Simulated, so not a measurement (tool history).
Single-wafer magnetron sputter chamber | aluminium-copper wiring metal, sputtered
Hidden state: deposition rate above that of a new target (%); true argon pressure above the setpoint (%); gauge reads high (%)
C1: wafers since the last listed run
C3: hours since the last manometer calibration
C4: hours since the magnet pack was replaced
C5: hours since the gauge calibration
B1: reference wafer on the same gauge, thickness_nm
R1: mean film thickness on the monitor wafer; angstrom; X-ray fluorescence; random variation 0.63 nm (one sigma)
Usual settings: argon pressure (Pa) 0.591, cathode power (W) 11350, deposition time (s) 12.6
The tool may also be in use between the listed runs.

run 1 day=0 | argon_pressure_(Pa)=0.517 cathode_power_(W)=11350 deposition_time_(s)=12.6 | C1=0 wafers_on_the_sputter_target=1721 C3=2007.4 C4=4201.5 C5=82.7 | B1=279.841 | R1=2596.36
run 2 day=0.579 | argon_pressure_(Pa)=0.591 cathode_power_(W)=11350 deposition_time_(s)=12.6 | C1=453 wafers_on_the_sputter_target=2174 C3=2021.3 C4=4215.4 C5=96.6 | B1=280.016 | R1=2498.8
run 3 day=0.858 | argon_pressure_(Pa)=0.591 cathode_power_(W)=11350 deposition_time_(s)=12.6 | C1=218 wafers_on_the_sputter_target=2393 C3=2028 C4=4222.1 C5=103.3 | B1=279.884 | R1=2496.65
run 4 day=1.729 | argon_pressure_(Pa)=0.591 cathode_power_(W)=11350 deposition_time_(s)=12.6 | C1=681 wafers_on_the_sputter_target=3074 C3=2048.9 C4=4243 C5=124.2 | B1=280.164 | R1=2496.21
run 5 day=2.425 | argon_pressure_(Pa)=0.591 cathode_power_(W)=11350 deposition_time_(s)=12.6 | C1=544 wafers_on_the_sputter_target=3618 C3=2065.6 C4=4259.7 C5=140.9 | B1=279.817 | R1=2480.95
run 6 day=2.792 | argon_pressure_(Pa)=0.591 cathode_power_(W)=11350 deposition_time_(s)=12.6 | C1=286 wafers_on_the_sputter_target=3905 C3=2074.4 C4=4268.5 C5=149.7 | B1=280.078 | R1=2492.25
run 7 day=3.192 | argon_pressure_(Pa)=0.591 cathode_power_(W)=11350 deposition_time_(s)=12.6 | C1=312 wafers_on_the_sputter_target=4218 C3=2084 C4=4278.1 C5=159.3 | B1=280.032 | R1=2485.46
run 8 day=3.596 | argon_pressure_(Pa)=0.44 cathode_power_(W)=11350 deposition_time_(s)=12.6 | C1=316 wafers_on_the_sputter_target=4534 C3=2093.7 C4=4287.8 C5=169 | B1=279.979 | R1=2658.45
run 9 day=3.85 | argon_pressure_(Pa)=0.44 cathode_power_(W)=11350 deposition_time_(s)=12.6 | C1=198 wafers_on_the_sputter_target=4733 C3=2099.8 C4=4293.9 C5=175.1 | B1=280.007 | R1=2635.67
run 10 day=4.488 | argon_pressure_(Pa)=0.44 cathode_power_(W)=11350 deposition_time_(s)=12.6 | C1=498 wafers_on_the_sputter_target=5231 C3=2115.1 C4=4309.2 C5=190.4 | B1=279.626 | R1=2636.66
run 11 day=4.821 | argon_pressure_(Pa)=0.591 cathode_power_(W)=11350 deposition_time_(s)=12.6 | C1=260 wafers_on_the_sputter_target=5492 C3=2123.1 C4=4317.2 C5=198.4 | B1=279.693 | R1=2481.87
run 12 day=5.321 | argon_pressure_(Pa)=0.591 cathode_power_(W)=11350 deposition_time_(s)=12.6 | C1=391 wafers_on_the_sputter_target=5883 C3=2135.1 C4=4329.2 C5=210.4 | B1=280.203 | R1=2469.01
run 13 day=5.638 | argon_pressure_(Pa)=0.591 cathode_power_(W)=11350 deposition_time_(s)=12.6 | C1=247 wafers_on_the_sputter_target=6131 C3=2142.7 C4=4336.8 C5=218 | B1=280.102 | R1=2472.06
run 14 day=6.208 | argon_pressure_(Pa)=0.591 cathode_power_(W)=13000 deposition_time_(s)=11.2 | C1=446 wafers_on_the_sputter_target=6577 C3=2156.4 C4=4350.5 C5=231.7 | B1=279.924 | R1=2403.86
-- day=6.45 gauge calibrated
run 15 day=6.792 | argon_pressure_(Pa)=0.591 cathode_power_(W)=9150 deposition_time_(s)=12.6 | C1=456 wafers_on_the_sputter_target=7033 C3=2170.4 C4=4364.5 C5=8.2 | B1=280.119 | R1=2150.94
-- day=7.142 magnet pack replaced
run 16 day=7.529 | argon_pressure_(Pa)=0.591 cathode_power_(W)=11350 deposition_time_(s)=10.6 | C1=316 wafers_on_the_sputter_target=7350 C3=2188.1 C4=9.3 C5=25.9 | B1=279.8 | R1=2081.15
run 17 day=7.829 | argon_pressure_(Pa)=0.804 cathode_power_(W)=11350 deposition_time_(s)=11.8 | C1=234 wafers_on_the_sputter_target=7584 C3=2195.3 C4=16.5 C5=33.1 | B1=280.298 | R1=2114.71
run 18 day=8.446 | argon_pressure_(Pa)=0.517 cathode_power_(W)=11350 deposition_time_(s)=12.6 | C1=482 wafers_on_the_sputter_target=8067 C3=2210.1 C4=31.3 C5=47.9 | B1=280.207 | R1=2550.73
run 19 day=8.879 | argon_pressure_(Pa)=0.732 cathode_power_(W)=12750 deposition_time_(s)=12.6 | C1=338 wafers_on_the_sputter_target=8405 C3=2220.5 C4=41.7 C5=58.3 | B1=280.019 | R1=2517.58
-- day=9.292 sputter target and shields replaced
-- day=9.375 capacitance manometer re-zeroed and calibrated
run 20 day=9.462 | argon_pressure_(Pa)=0.373 cathode_power_(W)=9450 deposition_time_(s)=13.8 | C1=129 wafers_on_the_sputter_target=67 C3=2.1 C4=55.7 C5=72.3 | B1=279.873 | R1=2705.13
run 21 day=9.779 | argon_pressure_(Pa)=0.591 cathode_power_(W)=13800 deposition_time_(s)=14.9 | C1=247 wafers_on_the_sputter_target=315 C3=9.7 C4=63.3 C5=79.9 | B1=280.257 | R1=3428.6
run 22 day=10.471 | argon_pressure_(Pa)=0.591 cathode_power_(W)=13800 deposition_time_(s)=14.9 | C1=541 wafers_on_the_sputter_target=856 C3=26.3 C4=79.9 C5=96.5 | B1=279.918 | R1=3417.99
run 23 day=10.871 | argon_pressure_(Pa)=0.827 cathode_power_(W)=11350 deposition_time_(s)=15 | C1=312 wafers_on_the_sputter_target=1168 C3=35.9 C4=89.5 C5=106.1 | B1=279.77 | R1=2707.23
run 24 day=11.492 | argon_pressure_(Pa)=0.71 cathode_power_(W)=11350 deposition_time_(s)=11 | C1=485 wafers_on_the_sputter_target=1654 C3=50.8 C4=104.4 C5=121 | B1=280.015 | R1=2086.42
run 25 day=12.208 | argon_pressure_(Pa)=0.591 cathode_power_(W)=12100 deposition_time_(s)=10.9 | C1=560 wafers_on_the_sputter_target=2215 C3=68 C4=121.6 C5=138.2 | B1=280.111 | R1=2253.73
run 26 day=12.8 | argon_pressure_(Pa)=0.655 cathode_power_(W)=12800 deposition_time_(s)=13.9 | C1=462 wafers_on_the_sputter_target=2677 C3=82.2 C4=135.8 C5=152.4 | B1=280.095 | R1=2896.33
run 27 day=13.054 | argon_pressure_(Pa)=0.591 cathode_power_(W)=11350 deposition_time_(s)=12.6 | C1=198 wafers_on_the_sputter_target=2876 C3=88.3 C4=141.9 C5=158.5 | B1=280.102 | R1=2483.4
run 28 day=13.325 | argon_pressure_(Pa)=0.684 cathode_power_(W)=11350 deposition_time_(s)=12.6 | C1=211 wafers_on_the_sputter_target=3088 C3=94.8 C4=148.4 C5=165 | B1=280.089 | R1=2380.14
run 29 day=13.8 | argon_pressure_(Pa)=0.591 cathode_power_(W)=11350 deposition_time_(s)=12.6 | C1=371 wafers_on_the_sputter_target=3460 C3=106.2 C4=159.8 C5=176.4 | B1=279.95 | R1=2483.53

Forecast each of these 5 alternatives for the next run:
run A day=13.817 | argon_pressure_(Pa)=0.591 cathode_power_(W)=11350 deposition_time_(s)=12.6 | C1=13 wafers_on_the_sputter_target=3473 C3=106.6 C4=160.2 C5=176.8 | B1=? | R1=?
run B day=13.817 | argon_pressure_(Pa)=0.507 cathode_power_(W)=11350 deposition_time_(s)=12.6 | C1=13 wafers_on_the_sputter_target=3473 C3=106.6 C4=160.2 C5=176.8 | B1=? | R1=?
run C day=13.817 | argon_pressure_(Pa)=0.591 cathode_power_(W)=11350 deposition_time_(s)=10.7 | C1=13 wafers_on_the_sputter_target=3473 C3=106.6 C4=160.2 C5=176.8 | B1=? | R1=?
run D day=13.817 | argon_pressure_(Pa)=0.673 cathode_power_(W)=13600 deposition_time_(s)=13.9 | C1=13 wafers_on_the_sputter_target=3473 C3=106.6 C4=160.2 C5=176.8 | B1=? | R1=?
run E day=13.817 | argon_pressure_(Pa)=0.522 cathode_power_(W)=9350 deposition_time_(s)=12.6 | C1=13 wafers_on_the_sputter_target=3473 C3=106.6 C4=160.2 C5=176.8 | B1=? | R1=?

run=A B1=280.374 R1=2482.97
run=B B1=280.374 R1=2571.91
run=C B1=280.374 R1=2108.55
run=D B1=280.374 R1=2996.93
run=E B1=280.374 R1=2256.28
Without the tool's hidden state the same runs would have given:
run=A R1=2552
run=B R1=2643.41
run=C R1=2167.17
run=D R1=3080.25
run=E R1=2319
